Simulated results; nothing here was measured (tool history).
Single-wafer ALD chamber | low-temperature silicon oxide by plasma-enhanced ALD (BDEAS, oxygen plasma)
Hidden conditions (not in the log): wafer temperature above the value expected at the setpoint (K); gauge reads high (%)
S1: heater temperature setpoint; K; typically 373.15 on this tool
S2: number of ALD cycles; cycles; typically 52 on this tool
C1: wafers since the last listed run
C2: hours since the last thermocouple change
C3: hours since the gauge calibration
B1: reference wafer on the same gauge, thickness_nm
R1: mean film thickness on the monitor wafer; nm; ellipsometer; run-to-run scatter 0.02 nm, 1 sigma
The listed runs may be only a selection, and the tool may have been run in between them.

{"run": 1, "hour": 0.0, "S1": 373.15, "S2": 52, "C1": 0, "C2": 2121.3, "C3": 139.7, "B1": 7.573, "R1": 7.874}
{"run": 2, "hour": 18.4, "S1": 373.15, "S2": 52, "C1": 100, "C2": 2139.7, "C3": 158.1, "B1": 7.568, "R1": 7.894}
{"run": 3, "hour": 42.9, "S1": 373.15, "S2": 52, "C1": 133, "C2": 2164.2, "C3": 182.6, "B1": 7.574, "R1": 7.884}
{"run": 4, "hour": 56.3, "S1": 373.15, "S2": 57, "C1": 72, "C2": 2177.6, "C3": 196, "B1": 7.576, "R1": 8.674}
{"run": 5, "hour": 90.1, "S1": 373.15, "S2": 57, "C1": 183, "C2": 2211.4, "C3": 229.8, "B1": 7.575, "R1": 8.671}
{"run": 6, "hour": 139.0, "S1": 373.15, "S2": 57, "C1": 265, "C2": 2260.3, "C3": 278.7, "B1": 7.586, "R1": 8.671}
{"run": 7, "hour": 162.8, "S1": 366.15, "S2": 52, "C1": 129, "C2": 2284.1, "C3": 302.5, "B1": 7.592, "R1": 8.083}
{"run": 8, "hour": 194.4, "S1": 373.15, "S2": 52, "C1": 171, "C2": 2315.7, "C3": 334.1, "B1": 7.597, "R1": 7.9}
{"run": 9, "hour": 209.4, "S1": 373.15, "S2": 52, "C1": 81, "C2": 2330.7, "C3": 349.1, "B1": 7.602, "R1": 7.921}
{"run": 10, "hour": 240.7, "S1": 381.15, "S2": 52, "C1": 170, "C2": 2362, "C3": 380.4, "B1": 7.612, "R1": 7.813}
{"run": 11, "hour": 253.0, "S1": 381.15, "S2": 52, "C1": 66, "C2": 2374.3, "C3": 392.7, "B1": 7.612, "R1": 7.828}
{"run": 12, "hour": 284.7, "S1": 373.15, "S2": 52, "C1": 172, "C2": 2406, "C3": 424.4, "B1": 7.624, "R1": 7.987}
{"run": 13, "hour": 299.2, "S1": 373.15, "S2": 52, "C1": 78, "C2": 2420.5, "C3": 438.9, "B1": 7.623, "R1": 7.948}
{"run": 14, "hour": 337.7, "S1": 373.15, "S2": 52, "C1": 209, "C2": 2459, "C3": 477.4, "B1": 7.632, "R1": 7.943}
{"run": 15, "hour": 357.9, "S1": 373.15, "S2": 49, "C1": 109, "C2": 2479.2, "C3": 497.6, "B1": 7.647, "R1": 7.48}
{"run": 16, "hour": 389.4, "S1": 373.15, "S2": 52, "C1": 171, "C2": 2510.7, "C3": 529.1, "B1": 7.655, "R1": 7.944}
{"run": 17, "hour": 419.2, "S1": 369.15, "S2": 52, "C1": 162, "C2": 2540.5, "C3": 558.9, "B1": 7.666, "R1": 8.073}
{"run": 18, "hour": 450.8, "S1": 373.15, "S2": 52, "C1": 171, "C2": 2572.1, "C3": 590.5, "B1": 7.679, "R1": 7.97}
{"run": 19, "hour": 482.3, "S1": 373.15, "S2": 52, "C1": 171, "C2": 2603.6, "C3": 622, "B1": 7.691, "R1": 8.012}
{"run": 20, "hour": 513.3, "S1": 373.15, "S2": 52, "C1": 168, "C2": 2634.6, "C3": 653, "B1": 7.706, "R1": 7.998}
{"run": 21, "hour": 532.7, "S1": 373.15, "S2": 52, "C1": 105, "C2": 2654, "C3": 672.4, "B1": 7.714, "R1": 8.044}
{"run": 22, "hour": 565.7, "S1": 373.15, "S2": 52, "C1": 179, "C2": 2687, "C3": 705.4, "B1": 7.732, "R1": 8.03}
{"run": 23, "hour": 604.8, "S1": 377.15, "S2": 57, "C1": 212, "C2": 2726.1, "C3": 744.5, "B1": 7.744, "R1": 8.764}
{"run": 24, "hour": 622.1, "S1": 365.15, "S2": 58, "C1": 94, "C2": 2743.4, "C3": 761.8, "B1": 7.761, "R1": 9.247}
{"hour": 660.5, "done": "thermocouple changed; heater temperature recalibrated"}
{"run": 25, "hour": 661.0, "S1": 373.15, "S2": 52, "C1": 168, "C2": 0.5, "C3": 800.7, "B1": 7.778, "R1": 8.077}
{"run": 26, "hour": 676.8, "S1": 364.15, "S2": 52, "C1": 85, "C2": 16.3, "C3": 816.5, "B1": 7.781, "R1": 8.338}
{"hour": 683.2, "done": "gauge calibrated"}
{"run": 27, "hour": 703.5, "S1": 382.15, "S2": 57, "C1": 145, "C2": 43, "C3": 20.3, "B1": 7.577, "R1": 8.498}
{"run": 28, "hour": 723.1, "S1": 373.15, "S2": 52, "C1": 106, "C2": 62.6, "C3": 39.9, "B1": 7.578, "R1": 7.884}
{"run": 29, "hour": 758.4, "S1": 358.15, "S2": 47, "C1": 191, "C2": 97.9, "C3": 75.2, "B1": 7.581, "R1": 7.464}
{"run": 30, "hour": 789.2, "S1": 364.15, "S2": 59, "C1": 167, "C2": 128.7, "C3": 106, "B1": 7.587, "R1": 9.22}
{"run": 31, "hour": 819.3, "S1": 373.15, "S2": 42, "C1": 163, "C2": 158.8, "C3": 136.1, "B1": 7.585, "R1": 6.368}
{"run": 32, "hour": 850.6, "S1": 373.15, "S2": 52, "C1": 170, "C2": 190.1, "C3": 167.4, "B1": 7.586, "R1": 7.872}
{"run": 33, "hour": 884.1, "S1": 373.15, "S2": 52, "C1": 182, "C2": 223.6, "C3": 200.9, "B1": 7.595, "R1": 7.899}
{"run": 34, "hour": 912.1, "S1": 386.15, "S2": 45, "C1": 152, "C2": 251.6, "C3": 228.9, "B1": 7.593, "R1": 6.712}
{"run": 35, "hour": 945.9, "S1": 383.15, "S2": 49, "C1": 183, "C2": 285.4, "C3": 262.7, "B1": 7.602, "R1": 7.343}
{"run": 36, "hour": 965.3, "S1": 364.15, "S2": 60, "C1": 105, "C2": 304.8, "C3": 282.1, "B1": 7.611, "R1": 9.397}
{"run": 37, "hour": 980.9, "S1": 364.15, "S2": 56, "C1": 84, "C2": 320.4, "C3": 297.7, "B1": 7.61, "R1": 8.78}
{"run": 38, "hour": 1001.7, "S1": 387.15, "S2": 59, "C1": 113, "C2": 341.2, "C3": 318.5, "B1": 7.61, "R1": 8.74}
{"run": 39, "hour": 1042.2, "S1": 373.15, "S2": 62, "C1": 220, "C2": 381.7, "C3": 359, "B1": 7.625, "R1": 9.479}
{"run": 40, "hour": 1067.2, "S1": 373.15, "S2": 52, "C1": 135, "C2": 406.7, "C3": 384, "B1": 7.629, "R1": 7.934}

What the log doesn't show, run by run:
wafer temperature above the value expected at the setpoint (K): 0, the same for each run
H1: gauge reads high (%)
run=1 H1=-0.0285
run=2 H1=-0.00435
run=3 H1=0.0325
run=4 H1=0.0549
run=5 H1=0.118
run=6 H1=0.228
run=7 H1=0.289
run=8 H1=0.378
run=9 H1=0.423
run=10 H1=0.524
run=11 H1=0.566
run=12 H1=0.68
run=13 H1=0.735
run=14 H1=0.891
run=15 H1=0.978
run=16 H1=1.12
run=17 H1=1.26
run=18 H1=1.42
run=19 H1=1.59
run=20 H1=1.77
run=21 H1=1.88
run=22 H1=2.08
run=23 H1=2.33
run=24 H1=2.45
run=25 H1=2.71
run=26 H1=2.83
run=27 H1=0.113
run=28 H1=0.119
run=29 H1=0.136
run=30 H1=0.161
run=31 H1=0.193
run=32 H1=0.235
run=33 H1=0.29
run=34 H1=0.343
run=35 H1=0.416
run=36 H1=0.463
run=37 H1=0.503
run=38 H1=0.559
run=39 H1=0.68
run=40 H1=0.762

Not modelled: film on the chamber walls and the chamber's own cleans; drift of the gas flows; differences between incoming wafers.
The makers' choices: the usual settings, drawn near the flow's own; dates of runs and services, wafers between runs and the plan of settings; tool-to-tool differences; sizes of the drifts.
